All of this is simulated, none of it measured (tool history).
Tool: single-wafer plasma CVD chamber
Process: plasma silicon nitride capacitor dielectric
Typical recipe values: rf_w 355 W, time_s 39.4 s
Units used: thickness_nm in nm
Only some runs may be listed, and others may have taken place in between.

run,hour,rf_w,time_s,"read-back reference wafer on the same gauge, thickness_nm",thickness_nm
1,0,335,34.8,49.935,41.797
2,66.1,335,34.8,49.774,42.284
3,105.8,315,39.4,49.902,46.397
4,175.8,315,39.4,49.863,45.859
5,274.1,355,37.1,49.779,46.359
6,355.1,355,37.1,49.885,45.759
7,404.4,355,39.4,49.859,48.589
# hour 490.3: gauge calibrated
8,500.6,355,39.4,49.938,48.661
9,578.5,330,42.5,49.909,50.611
# hour 673.1: RF generator calibrated
10,674,320,44.8,49.93,51.956
11,766.3,355,39.4,49.795,47.636
12,835.9,415,33.1,49.813,42.495

Run 13 has not been measured yet. What should we expect?
# hour 874.2: RF generator calibrated, repeated, since the last time left the tool worse
13,942.4,405,34.6,?,?

Run 13 produced read-back reference wafer on the same gauge, thickness_nm 49.826, thickness_nm 46.31 nm.
Without the tool's hidden state the same run would have given thickness_nm 46.554 nm.
